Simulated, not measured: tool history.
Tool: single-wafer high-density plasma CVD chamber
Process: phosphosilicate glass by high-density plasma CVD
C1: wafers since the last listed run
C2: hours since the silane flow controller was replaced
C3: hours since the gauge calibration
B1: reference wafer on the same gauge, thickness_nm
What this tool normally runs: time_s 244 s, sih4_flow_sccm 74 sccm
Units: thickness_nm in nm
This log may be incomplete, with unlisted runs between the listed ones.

Run 1, day 0.000: usual settings; C1 0; C2 3475.5; C3 484.3; B1 2081.359. Result: thickness_nm 1719.491 nm.
Run 2, day 2.308: usual settings; C1 262; C2 3530.9; C3 539.7; B1 2081.374. Result: thickness_nm 1719.449 nm.
Run 3, day 4.625: usual settings; C1 263; C2 3586.5; C3 595.3; B1 2078.083. Result: thickness_nm 1717.307 nm.
Run 4, day 7.588: usual settings; C1 336; C2 3657.6; C3 666.4; B1 2078.949. Result: thickness_nm 1709.865 nm.
Run 5, day 8.867: usual settings but time_s 276 s; C1 145; C2 3688.3; C3 697.1; B1 2079.808. Result: thickness_nm 1930.634 nm.
Run 6, day 10.938: usual settings but time_s 276 s; C1 235; C2 3738.0; C3 746.8; B1 2078.798. Result: thickness_nm 1921.061 nm.
Run 7, day 13.008: usual settings but time_s 276 s; C1 235; C2 3787.7; C3 796.5; B1 2084.276. Result: thickness_nm 1926.619 nm.
Run 8, day 15.571: usual settings but time_s 283 s; C1 291; C2 3849.2; C3 858.0; B1 2082.668. Result: thickness_nm 1981.876 nm.
At day 16.025: silane flow controller replaced.
Run 9, day 17.642: usual settings but time_s 274 s; C1 197; C2 38.8; C3 907.7; B1 2080.730. Result: thickness_nm 1999.520 nm.
Run 10, day 18.967: usual settings; C1 150; C2 70.6; C3 939.5; B1 2080.776. Result: thickness_nm 1786.263 nm.
At day 19.008: gauge calibrated.
Run 11, day 20.262: usual settings but time_s 200 s, sih4_flow_sccm 81 sccm; C1 147; C2 101.7; C3 30.1; B1 2080.896. Result: thickness_nm 1606.946 nm.
Run 12, day 23.121: usual settings but time_s 201 s, sih4_flow_sccm 61 sccm; C1 324; C2 170.3; C3 98.7; B1 2079.356. Result: thickness_nm 1211.472 nm.
Run 13, day 25.450: usual settings but time_s 282 s, sih4_flow_sccm 85 sccm; C1 264; C2 226.2; C3 154.6; B1 2080.028. Result: thickness_nm 2380.894 nm.
Run 14, day 27.879: usual settings but time_s 196 s, sih4_flow_sccm 67 sccm; C1 275; C2 284.5; C3 212.9; B1 2078.189. Result: thickness_nm 1304.618 nm.
Run 15, day 34.988: usual settings; C1 807; C2 455.1; C3 383.5; B1 2079.386. Result: thickness_nm 1785.584 nm.
Run 16, day 37.646: usual settings; C1 301; C2 518.9; C3 447.3; B1 2080.749. Result: thickness_nm 1800.251 nm.
Run 17, day 39.175: usual settings but time_s 226 s; C1 173; C2 555.6; C3 484.0; B1 2082.226. Result: thickness_nm 1650.898 nm.
Run 18, day 42.162: usual settings but sih4_flow_sccm 85 sccm; C1 339; C2 627.3; C3 555.7; B1 2078.372. Result: thickness_nm 2047.123 nm.
Run 19, day 43.588: usual settings but sih4_flow_sccm 60 sccm; C1 161; C2 661.5; C3 589.9; B1 2080.470. Result: thickness_nm 1447.635 nm.
Run 20, day 44.838: usual settings but time_s 214 s, sih4_flow_sccm 83 sccm; C1 141; C2 691.5; C3 619.9; B1 2078.017. Result: thickness_nm 1769.646 nm.
Run 21, day 48.883: usual settings; C1 459; C2 788.6; C3 717.0; B1 2078.440. Result: thickness_nm 1794.051 nm.

Subtracting, for every run, the result it would have given without the tool's unlogged condition from the measured result gives the following. The same run-to-run variation enters both numbers; the gauge's scatter may not:
The tool's hidden condition here consists of: delivered silane flow above the setpoint (%); gauge reads high (%).
run  thickness_nm
  1       -65.399
  2       -67.932
  3       -70.436
  4       -73.497
  5       -84.655
  6       -86.957
  7       -89.984
  8       -96.161
  9       +12.490
 10       +11.136
 11        +9.989
 12        +7.451
 13       +14.462
 14        +7.790
 15        +9.877
 16        +9.569
 17        +8.548
 18        +9.994
 19        +6.846
 20        +8.117
 21        +7.330

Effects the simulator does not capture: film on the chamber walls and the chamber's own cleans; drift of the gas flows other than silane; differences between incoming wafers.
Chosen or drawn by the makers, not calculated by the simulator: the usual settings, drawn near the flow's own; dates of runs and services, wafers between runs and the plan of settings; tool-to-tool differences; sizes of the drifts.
